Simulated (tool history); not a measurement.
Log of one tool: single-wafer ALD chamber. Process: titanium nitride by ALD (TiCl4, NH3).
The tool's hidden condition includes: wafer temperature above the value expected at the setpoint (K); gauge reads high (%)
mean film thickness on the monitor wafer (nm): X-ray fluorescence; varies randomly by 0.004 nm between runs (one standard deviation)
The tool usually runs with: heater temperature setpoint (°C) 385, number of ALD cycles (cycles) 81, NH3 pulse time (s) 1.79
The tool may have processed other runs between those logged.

run,hour,heater temperature setpoint (°C),number of ALD cycles (cycles),NH3 pulse time (s),wafers since the last listed run,hours since the last thermocouple change,hours since the showerhead was replaced,hours since the gauge calibration,"read-back reference wafer on the same gauge, thickness_nm",mean film thickness on the monitor wafer (nm)
1,0,385,81,1.79,0,1638.2,4453.5,60.9,1.71,1.617
2,23.4,385,81,1.79,102,1661.6,4476.9,84.3,1.713,1.618
3,59,385,81,1.79,156,1697.2,4512.5,119.9,1.714,1.614
4,90.6,385,81,1.79,138,1728.8,4544.1,151.5,1.717,1.619
5,105,385,81,1.79,63,1743.2,4558.5,165.9,1.717,1.622
6,128.4,385,81,1.79,102,1766.6,4581.9,189.3,1.721,1.623
7,158.1,385,81,1.79,130,1796.3,4611.6,219,1.724,1.624
# hour 184.4: thermocouple changed; heater temperature recalibrated
8,184.9,391,93,1.47,82,0.5,4638.4,245.8,1.725,1.853
# hour 197.3: gauge calibrated
9,206.7,385,94,1.79,95,22.3,4660.2,9.4,1.711,1.872
# hour 237: showerhead replaced
10,238.5,385,81,1.79,104,54.1,1.5,41.2,1.712,1.615
11,272,385,81,1.79,146,87.6,35,74.7,1.713,1.62
12,294.1,379,81,1.11,96,109.7,57.1,96.8,1.716,1.516
13,330,371,81,1.79,157,145.6,93,132.7,1.718,1.588

Expected results for the next run?
14,357.7,385,92,2.3,121,173.3,120.7,160.4,?,?

read-back reference wafer on the same gauge, thickness_nm: 1.717
mean film thickness on the monitor wafer (nm): 1.878
With the hidden condition absent and the run-to-run variation left alone, this run would have shown mean film thickness on the monitor wafer (nm) 1.87.

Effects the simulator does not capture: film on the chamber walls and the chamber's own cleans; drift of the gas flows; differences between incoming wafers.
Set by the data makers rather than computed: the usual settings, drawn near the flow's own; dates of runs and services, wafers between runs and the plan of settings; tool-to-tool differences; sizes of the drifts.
